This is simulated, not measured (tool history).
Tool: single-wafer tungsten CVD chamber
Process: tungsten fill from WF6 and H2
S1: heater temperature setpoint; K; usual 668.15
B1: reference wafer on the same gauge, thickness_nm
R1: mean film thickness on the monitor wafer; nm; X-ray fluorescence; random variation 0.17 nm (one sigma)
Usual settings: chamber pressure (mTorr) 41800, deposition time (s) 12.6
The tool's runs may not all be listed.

run 1 hour=0 | S1=668.15 chamber_pressure_(mTorr)=44600 deposition_time_(s)=13.6 | B1=34.956 | R1=44.289
run 2 hour=17.6 | S1=668.15 chamber_pressure_(mTorr)=44600 deposition_time_(s)=13.6 | B1=34.88 | R1=44.469
run 3 hour=44.5 | S1=668.15 chamber_pressure_(mTorr)=44600 deposition_time_(s)=13.6 | B1=34.887 | R1=43.889
run 4 hour=78.6 | S1=668.15 chamber_pressure_(mTorr)=41800 deposition_time_(s)=11.9 | B1=34.911 | R1=37.738
run 5 hour=111.4 | S1=668.15 chamber_pressure_(mTorr)=41800 deposition_time_(s)=11.9 | B1=34.87 | R1=37.69
run 6 hour=144.6 | S1=668.15 chamber_pressure_(mTorr)=41800 deposition_time_(s)=12.6 | B1=34.881 | R1=39.467
run 7 hour=169.2 | S1=668.15 chamber_pressure_(mTorr)=41800 deposition_time_(s)=12.6 | B1=34.932 | R1=39.69
run 8 hour=204 | S1=668.15 chamber_pressure_(mTorr)=41800 deposition_time_(s)=12.6 | B1=34.879 | R1=39.711
-- hour=222 thermocouple changed; heater temperature recalibrated
run 9 hour=222.7 | S1=668.15 chamber_pressure_(mTorr)=41800 deposition_time_(s)=12.6 | B1=34.905 | R1=37.729
run 10 hour=236.6 | S1=668.15 chamber_pressure_(mTorr)=41800 deposition_time_(s)=12.6 | B1=34.886 | R1=38.054
run 11 hour=256.3 | S1=668.15 chamber_pressure_(mTorr)=41800 deposition_time_(s)=12.6 | B1=34.919 | R1=38.204
run 12 hour=281.4 | S1=668.15 chamber_pressure_(mTorr)=45400 deposition_time_(s)=12.6 | B1=34.897 | R1=39.766
run 13 hour=305.4 | S1=668.15 chamber_pressure_(mTorr)=45400 deposition_time_(s)=12.6 | B1=34.884 | R1=39.627
run 14 hour=323.3 | S1=668.15 chamber_pressure_(mTorr)=48800 deposition_time_(s)=13.3 | B1=34.913 | R1=43.73
run 15 hour=343 | S1=668.15 chamber_pressure_(mTorr)=38500 deposition_time_(s)=12.6 | B1=34.844 | R1=36.48
run 16 hour=361.1 | S1=668.15 chamber_pressure_(mTorr)=41800 deposition_time_(s)=12.6 | B1=34.866 | R1=38.12
-- hour=376.2 capacitance manometer re-zeroed and calibrated
run 17 hour=376.7 | S1=668.15 chamber_pressure_(mTorr)=41800 deposition_time_(s)=12.6 | B1=34.87 | R1=38.286
-- hour=400.9 gauge calibrated
run 18 hour=410 | S1=679.15 chamber_pressure_(mTorr)=41800 deposition_time_(s)=12.6 | B1=34.938 | R1=47.778
run 19 hour=424.5 | S1=678.15 chamber_pressure_(mTorr)=44800 deposition_time_(s)=13.6 | B1=34.924 | R1=53.076
-- hour=453.8 showerhead replaced
run 20 hour=521.7 | S1=663.15 chamber_pressure_(mTorr)=41800 deposition_time_(s)=14 | B1=34.901 | R1=37.874
run 21 hour=557 | S1=668.15 chamber_pressure_(mTorr)=41800 deposition_time_(s)=12.6 | B1=34.859 | R1=38.71
run 22 hour=573.3 | S1=674.15 chamber_pressure_(mTorr)=38400 deposition_time_(s)=12.6 | B1=34.931 | R1=41.724
run 23 hour=591.1 | S1=654.15 chamber_pressure_(mTorr)=50500 deposition_time_(s)=13.7 | B1=34.864 | R1=33.692
run 24 hour=658.6 | S1=672.15 chamber_pressure_(mTorr)=34400 deposition_time_(s)=12.6 | B1=34.96 | R1=37.152
run 25 hour=673.8 | S1=674.15 chamber_pressure_(mTorr)=38400 deposition_time_(s)=12.6 | B1=34.891 | R1=41.577
run 26 hour=703 | S1=655.15 chamber_pressure_(mTorr)=33600 deposition_time_(s)=13.9 | B1=34.91 | R1=28.013

The same runs without the tool's hidden state, with the same run-to-run variation:
The hidden state here: wafer temperature above the value expected at the setpoint (K); true pressure above the setpoint (%); gauge reads high (%).
run=1 R1=42.829
run=2 R1=42.978
run=3 R1=42.379
run=4 R1=36.399
run=5 R1=36.313
run=6 R1=37.984
run=7 R1=38.168
run=8 R1=38.144
run=9 R1=38.018
run=10 R1=38.328
run=11 R1=38.454
run=12 R1=39.993
run=13 R1=39.821
run=14 R1=43.918
run=15 R1=36.613
run=16 R1=38.236
run=17 R1=38.383
run=18 R1=47.842
run=19 R1=53.123
run=20 R1=37.784
run=21 R1=38.577
run=22 R1=41.566
run=23 R1=33.524
run=24 R1=36.902
run=25 R1=41.291
run=26 R1=27.765

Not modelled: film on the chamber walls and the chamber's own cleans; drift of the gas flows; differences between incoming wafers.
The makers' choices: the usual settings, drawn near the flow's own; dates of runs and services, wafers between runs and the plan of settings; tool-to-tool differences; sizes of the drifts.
